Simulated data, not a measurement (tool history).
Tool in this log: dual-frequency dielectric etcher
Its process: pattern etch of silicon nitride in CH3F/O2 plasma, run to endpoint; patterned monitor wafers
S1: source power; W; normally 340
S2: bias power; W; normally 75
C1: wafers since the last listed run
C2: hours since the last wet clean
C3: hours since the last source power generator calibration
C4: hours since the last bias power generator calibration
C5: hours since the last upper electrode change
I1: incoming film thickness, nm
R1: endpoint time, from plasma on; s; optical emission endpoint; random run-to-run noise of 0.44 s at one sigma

| run | hour | S1 | S2 | C1 | C2 | C3 | C4 | C5 | I1 | R1 |
|---|---|---|---|---|---|---|---|---|---|---|
| 1 | 0.0 | 340 | 75 | 0 | 161.0 | 2302.2 | 3029.2 | 2119.3 | 53.2 | 59.9 |
| 2 | 64.9 | 340 | 75 | 258 | 225.9 | 2367.1 | 3094.1 | 2184.2 | 53.4 | 60.1 |
| 3 | 104.5 | 340 | 75 | 157 | 265.5 | 2406.7 | 3133.7 | 2223.8 | 53.5 | 58.9 |
| 4 | 138.8 | 380 | 75 | 136 | 299.8 | 2441.0 | 3168.0 | 2258.1 | 53.7 | 57.0 |
| 5 | 187.7 | 390 | 75 | 194 | 348.7 | 2489.9 | 3216.9 | 2307.0 | 53.3 | 55.8 |
|  | 253.3 | wet clean of the chamber |
| 6 | 253.8 | 390 | 75 | 167 | 0.5 | 2556.0 | 3283.0 | 2373.1 | 53.4 | 57.5 |
| 7 | 267.4 | 390 | 75 | 54 | 14.1 | 2569.6 | 3296.6 | 2386.7 | 53.2 | 58.3 |
| 8 | 322.1 | 340 | 75 | 217 | 68.8 | 2624.3 | 3351.3 | 2441.4 | 53.2 | 61.5 |
| 9 | 387.9 | 340 | 75 | 262 | 134.6 | 2690.1 | 3417.1 | 2507.2 | 53.3 | 60.8 |
| 10 | 448.5 | 340 | 75 | 241 | 195.2 | 2750.7 | 3477.7 | 2567.8 | 53.6 | 60.5 |
| 11 | 476.6 | 340 | 75 | 111 | 223.3 | 2778.8 | 3505.8 | 2595.9 | 53.5 | 60.0 |
| 12 | 509.6 | 340 | 75 | 131 | 256.3 | 2811.8 | 3538.8 | 2628.9 | 52.6 | 57.9 |
| 13 | 565.7 | 340 | 75 | 223 | 312.4 | 2867.9 | 3594.9 | 2685.0 | 54.0 | 59.2 |
| 14 | 592.6 | 340 | 75 | 107 | 339.3 | 2894.8 | 3621.8 | 2711.9 | 53.8 | 59.4 |
| 15 | 629.0 | 340 | 75 | 144 | 375.7 | 2931.2 | 3658.2 | 2748.3 | 53.4 | 58.9 |
| 16 | 674.4 | 340 | 75 | 180 | 421.1 | 2976.6 | 3703.6 | 2793.7 | 53.7 | 58.6 |
|  | 700.6 | wet clean of the chamber |
| 17 | 739.6 | 340 | 75 | 164 | 39.0 | 3041.8 | 3768.8 | 2858.9 | 53.6 | 62.0 |
|  | 754.8 | source power generator calibrated |
| 18 | 789.4 | 340 | 75 | 182 | 88.8 | 34.6 | 3818.6 | 2908.7 | 53.4 | 60.3 |
| 19 | 860.9 | 340 | 75 | 284 | 160.3 | 106.1 | 3890.1 | 2980.2 | 53.6 | 60.9 |
| 20 | 907.0 | 380 | 83 | 183 | 206.4 | 152.2 | 3936.2 | 3026.3 | 54.0 | 55.8 |
| 21 | 968.0 | 290 | 82 | 242 | 267.4 | 213.2 | 3997.2 | 3087.3 | 53.8 | 61.1 |
| 22 | 1037.7 | 340 | 75 | 277 | 337.1 | 282.9 | 4066.9 | 3157.0 | 54.0 | 60.0 |
|  | 1070.9 | wet clean of the chamber |
|  | 1082.2 | upper electrode replaced |
| 23 | 1086.2 | 340 | 75 | 52 | 15.3 | 331.4 | 4115.4 | 4.0 | 53.8 | 61.2 |
| 24 | 1133.4 | 340 | 75 | 187 | 62.5 | 378.6 | 4162.6 | 51.2 | 53.6 | 62.0 |
| 25 | 1158.0 | 300 | 91 | 97 | 87.1 | 403.2 | 4187.2 | 75.8 | 53.3 | 59.5 |
| 26 | 1203.0 | 340 | 63 | 179 | 132.1 | 448.2 | 4232.2 | 120.8 | 53.1 | 64.3 |
| 27 | 1228.6 | 270 | 92 | 101 | 157.7 | 473.8 | 4257.8 | 146.4 | 53.3 | 59.7 |
|  | 1315.7 | bias power generator calibrated |
| 28 | 1376.9 | 300 | 88 | 574 | 306.0 | 622.1 | 61.2 | 294.7 | 53.3 | 57.3 |
|  | 1457.1 | wet clean of the chamber |
| 29 | 1457.6 | 280 | 75 | 225 | 0.5 | 702.8 | 141.9 | 375.4 | 53.2 | 65.7 |
| 30 | 1477.6 | 340 | 84 | 79 | 20.5 | 722.8 | 161.9 | 395.4 | 53.3 | 58.3 |
| 31 | 1520.4 | 340 | 75 | 170 | 63.3 | 765.6 | 204.7 | 438.2 | 53.6 | 60.5 |
| 32 | 1578.4 | 300 | 83 | 231 | 121.3 | 823.6 | 262.7 | 496.2 | 53.2 | 60.4 |
| 33 | 1641.0 | 340 | 75 | 249 | 183.9 | 886.2 | 325.3 | 558.8 | 53.7 | 60.2 |
| 34 | 1693.8 | 260 | 85 | 210 | 236.7 | 939.0 | 378.1 | 611.6 | 53.4 | 61.9 |
| 35 | 1724.5 | 340 | 90 | 122 | 267.4 | 969.7 | 408.8 | 642.3 | 53.5 | 55.0 |
| 36 | 1791.0 | 310 | 91 | 264 | 333.9 | 1036.2 | 475.3 | 708.8 | 53.6 | 57.4 |

3 ways to go on from here, each from the tool as it stands after run 36. What would each give?
| A | 1791.5 | 340 | 68 | 1 | 334.4 | 1036.7 | 475.8 | 709.3 | 53.7 | ? |
| B | 1791.5 | 380 | 90 | 1 | 334.4 | 1036.7 | 475.8 | 709.3 | 53.7 | ? |
| C | 1791.5 | 260 | 60 | 1 | 334.4 | 1036.7 | 475.8 | 709.3 | 53.7 | ? |

| run | R1 |
|---|---|
| A | 61.3 |
| B | 52.6 |
| C | 71.4 |
What these runs would have given with no unlogged condition in the tool:
| run | R1 |
|---|---|
| A | 63.9 |
| B | 54.8 |
| C | 74.4 |
